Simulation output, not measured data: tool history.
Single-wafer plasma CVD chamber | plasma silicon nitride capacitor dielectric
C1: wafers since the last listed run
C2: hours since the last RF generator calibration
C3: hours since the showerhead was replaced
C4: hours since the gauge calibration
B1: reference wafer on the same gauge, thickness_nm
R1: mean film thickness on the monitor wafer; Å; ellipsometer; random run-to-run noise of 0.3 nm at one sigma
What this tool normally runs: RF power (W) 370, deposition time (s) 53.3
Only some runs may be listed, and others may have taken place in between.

{"run": 1, "hour": 0.0, "RF power (W)": 370, "deposition time (s)": 53.3, "C1": 0, "C2": 1672.4, "C3": 5751.3, "C4": 386.6, "B1": 70.885, "R1": 794.69}
{"run": 2, "hour": 19.5, "RF power (W)": 370, "deposition time (s)": 53.3, "C1": 436, "C2": 1691.9, "C3": 5770.8, "C4": 406.1, "B1": 71.025, "R1": 801.67}
{"run": 3, "hour": 47.4, "RF power (W)": 370, "deposition time (s)": 53.3, "C1": 624, "C2": 1719.8, "C3": 5798.7, "C4": 434.0, "B1": 70.861, "R1": 799.77}
{"run": 4, "hour": 64.3, "RF power (W)": 370, "deposition time (s)": 53.3, "C1": 378, "C2": 1736.7, "C3": 5815.6, "C4": 450.9, "B1": 70.982, "R1": 798.47}
{"run": 5, "hour": 95.7, "RF power (W)": 370, "deposition time (s)": 53.3, "C1": 702, "C2": 1768.1, "C3": 5847.0, "C4": 482.3, "B1": 70.761, "R1": 789.02}
{"run": 6, "hour": 128.0, "RF power (W)": 370, "deposition time (s)": 53.3, "C1": 723, "C2": 1800.4, "C3": 5879.3, "C4": 514.6, "B1": 70.984, "R1": 799.34}
{"run": 7, "hour": 146.2, "RF power (W)": 370, "deposition time (s)": 53.3, "C1": 407, "C2": 1818.6, "C3": 5897.5, "C4": 532.8, "B1": 70.889, "R1": 796.11}
{"run": 8, "hour": 166.3, "RF power (W)": 370, "deposition time (s)": 53.3, "C1": 449, "C2": 1838.7, "C3": 5917.6, "C4": 552.9, "B1": 70.923, "R1": 793.68}
{"run": 9, "hour": 235.6, "RF power (W)": 370, "deposition time (s)": 53.3, "C1": 1551, "C2": 1908.0, "C3": 5986.9, "C4": 622.2, "B1": 70.786, "R1": 799.16}
{"run": 10, "hour": 270.9, "RF power (W)": 370, "deposition time (s)": 53.3, "C1": 790, "C2": 1943.3, "C3": 6022.2, "C4": 657.5, "B1": 70.891, "R1": 797.34}
{"run": 11, "hour": 313.6, "RF power (W)": 370, "deposition time (s)": 53.3, "C1": 955, "C2": 1986.0, "C3": 6064.9, "C4": 700.2, "B1": 70.9, "R1": 791.9}
{"run": 12, "hour": 338.5, "RF power (W)": 370, "deposition time (s)": 53.3, "C1": 557, "C2": 2010.9, "C3": 6089.8, "C4": 725.1, "B1": 71.017, "R1": 798.69}
{"run": 13, "hour": 359.9, "RF power (W)": 370, "deposition time (s)": 53.3, "C1": 479, "C2": 2032.3, "C3": 6111.2, "C4": 746.5, "B1": 71.014, "R1": 798.19}
{"run": 14, "hour": 391.9, "RF power (W)": 370, "deposition time (s)": 57.6, "C1": 716, "C2": 2064.3, "C3": 6143.2, "C4": 778.5, "B1": 70.881, "R1": 852.99}
{"run": 15, "hour": 416.6, "RF power (W)": 370, "deposition time (s)": 57.6, "C1": 552, "C2": 2089.0, "C3": 6167.9, "C4": 803.2, "B1": 70.893, "R1": 864.05}
{"hour": 425.6, "done": "gauge calibrated"}
{"run": 16, "hour": 431.2, "RF power (W)": 370, "deposition time (s)": 53.3, "C1": 326, "C2": 2103.6, "C3": 6182.5, "C4": 5.6, "B1": 70.994, "R1": 794.21}
{"hour": 457.5, "done": "RF generator calibrated"}
{"run": 17, "hour": 462.9, "RF power (W)": 370, "deposition time (s)": 53.3, "C1": 530, "C2": 5.4, "C3": 6214.2, "C4": 37.3, "B1": 70.8, "R1": 796.36}
{"run": 18, "hour": 491.7, "RF power (W)": 370, "deposition time (s)": 56.9, "C1": 644, "C2": 34.2, "C3": 6243.0, "C4": 66.1, "B1": 70.871, "R1": 851.57}
{"run": 19, "hour": 522.7, "RF power (W)": 370, "deposition time (s)": 53.3, "C1": 693, "C2": 65.2, "C3": 6274.0, "C4": 97.1, "B1": 70.83, "R1": 791.05}
{"run": 20, "hour": 541.8, "RF power (W)": 370, "deposition time (s)": 53.3, "C1": 427, "C2": 84.3, "C3": 6293.1, "C4": 116.2, "B1": 70.918, "R1": 795.89}
{"hour": 551.6, "done": "showerhead replaced"}
{"run": 21, "hour": 560.3, "RF power (W)": 370, "deposition time (s)": 53.3, "C1": 235, "C2": 102.8, "C3": 8.7, "C4": 134.7, "B1": 70.873, "R1": 802.75}
{"run": 22, "hour": 576.0, "RF power (W)": 370, "deposition time (s)": 49.8, "C1": 351, "C2": 118.5, "C3": 24.4, "C4": 150.4, "B1": 70.85, "R1": 741.73}
{"run": 23, "hour": 596.7, "RF power (W)": 370, "deposition time (s)": 53.3, "C1": 463, "C2": 139.2, "C3": 45.1, "C4": 171.1, "B1": 70.914, "R1": 793.81}
{"run": 24, "hour": 620.6, "RF power (W)": 370, "deposition time (s)": 53.3, "C1": 535, "C2": 163.1, "C3": 69.0, "C4": 195.0, "B1": 70.968, "R1": 793.37}
{"run": 25, "hour": 646.0, "RF power (W)": 370, "deposition time (s)": 50.3, "C1": 568, "C2": 188.5, "C3": 94.4, "C4": 220.4, "B1": 70.945, "R1": 753.15}
{"run": 26, "hour": 674.4, "RF power (W)": 370, "deposition time (s)": 46.4, "C1": 635, "C2": 216.9, "C3": 122.8, "C4": 248.8, "B1": 70.903, "R1": 693.17}
{"run": 27, "hour": 708.7, "RF power (W)": 300, "deposition time (s)": 53.3, "C1": 767, "C2": 251.2, "C3": 157.1, "C4": 283.1, "B1": 70.9, "R1": 770.42}
{"run": 28, "hour": 730.8, "RF power (W)": 435, "deposition time (s)": 61.1, "C1": 494, "C2": 273.3, "C3": 179.2, "C4": 305.2, "B1": 71.075, "R1": 940.86}
{"run": 29, "hour": 816.7, "RF power (W)": 370, "deposition time (s)": 50.1, "C1": 1922, "C2": 359.2, "C3": 265.1, "C4": 391.1, "B1": 71.018, "R1": 745.67}
{"run": 30, "hour": 840.1, "RF power (W)": 440, "deposition time (s)": 44.9, "C1": 523, "C2": 382.6, "C3": 288.5, "C4": 414.5, "B1": 71.016, "R1": 694.23}
{"run": 31, "hour": 853.1, "RF power (W)": 370, "deposition time (s)": 53.3, "C1": 291, "C2": 395.6, "C3": 301.5, "C4": 427.5, "B1": 70.891, "R1": 803.95}
{"run": 32, "hour": 878.2, "RF power (W)": 370, "deposition time (s)": 53.3, "C1": 561, "C2": 420.7, "C3": 326.6, "C4": 452.6, "B1": 70.856, "R1": 796.61}
{"run": 33, "hour": 894.2, "RF power (W)": 390, "deposition time (s)": 47.5, "C1": 358, "C2": 436.7, "C3": 342.6, "C4": 468.6, "B1": 70.859, "R1": 710.17}
{"run": 34, "hour": 912.7, "RF power (W)": 370, "deposition time (s)": 53.3, "C1": 414, "C2": 455.2, "C3": 361.1, "C4": 487.1, "B1": 70.944, "R1": 800.27}
{"run": 35, "hour": 932.1, "RF power (W)": 370, "deposition time (s)": 53.3, "C1": 434, "C2": 474.6, "C3": 380.5, "C4": 506.5, "B1": 70.953, "R1": 794.33}
{"run": 36, "hour": 948.1, "RF power (W)": 430, "deposition time (s)": 57.3, "C1": 358, "C2": 490.6, "C3": 396.5, "C4": 522.5, "B1": 70.761, "R1": 880.11}
{"run": 37, "hour": 976.5, "RF power (W)": 435, "deposition time (s)": 53.3, "C1": 635, "C2": 519.0, "C3": 424.9, "C4": 550.9, "B1": 70.904, "R1": 816.09}
{"run": 38, "hour": 1005.9, "RF power (W)": 300, "deposition time (s)": 62.9, "C1": 658, "C2": 548.4, "C3": 454.3, "C4": 580.3, "B1": 70.98, "R1": 898.34}
{"run": 39, "hour": 1022.9, "RF power (W)": 395, "deposition time (s)": 57.1, "C1": 380, "C2": 565.4, "C3": 471.3, "C4": 597.3, "B1": 70.812, "R1": 861.77}
{"run": 40, "hour": 1035.9, "RF power (W)": 415, "deposition time (s)": 58.6, "C1": 291, "C2": 578.4, "C3": 484.3, "C4": 610.3, "B1": 70.826, "R1": 899.34}
{"run": 41, "hour": 1054.3, "RF power (W)": 370, "deposition time (s)": 53.3, "C1": 411, "C2": 596.8, "C3": 502.7, "C4": 628.7, "B1": 70.855, "R1": 796.14}
{"run": 42, "hour": 1103.2, "RF power (W)": 370, "deposition time (s)": 53.3, "C1": 1094, "C2": 645.7, "C3": 551.6, "C4": 677.6, "B1": 70.984, "R1": 799.07}
{"run": 43, "hour": 1130.3, "RF power (W)": 340, "deposition time (s)": 48.1, "C1": 606, "C2": 672.8, "C3": 578.7, "C4": 704.7, "B1": 70.89, "R1": 707.01}
{"run": 44, "hour": 1144.9, "RF power (W)": 370, "deposition time (s)": 49.4, "C1": 326, "C2": 687.4, "C3": 593.3, "C4": 719.3, "B1": 70.802, "R1": 737.41}

Describe how what the log doesn't record of the tool's condition differs between the last listed run preceding each entry between runs and the first listed run following it.
Runs 15 to 16: gauge calibrated (hour 425.6)
  no difference in the tool's unlogged condition between these two runs
Runs 16 to 17: RF generator calibrated (hour 457.5)
  no difference in the tool's unlogged condition between these two runs
Runs 20 to 21: showerhead replaced (hour 551.6)
  no difference in the tool's unlogged condition between these two runs
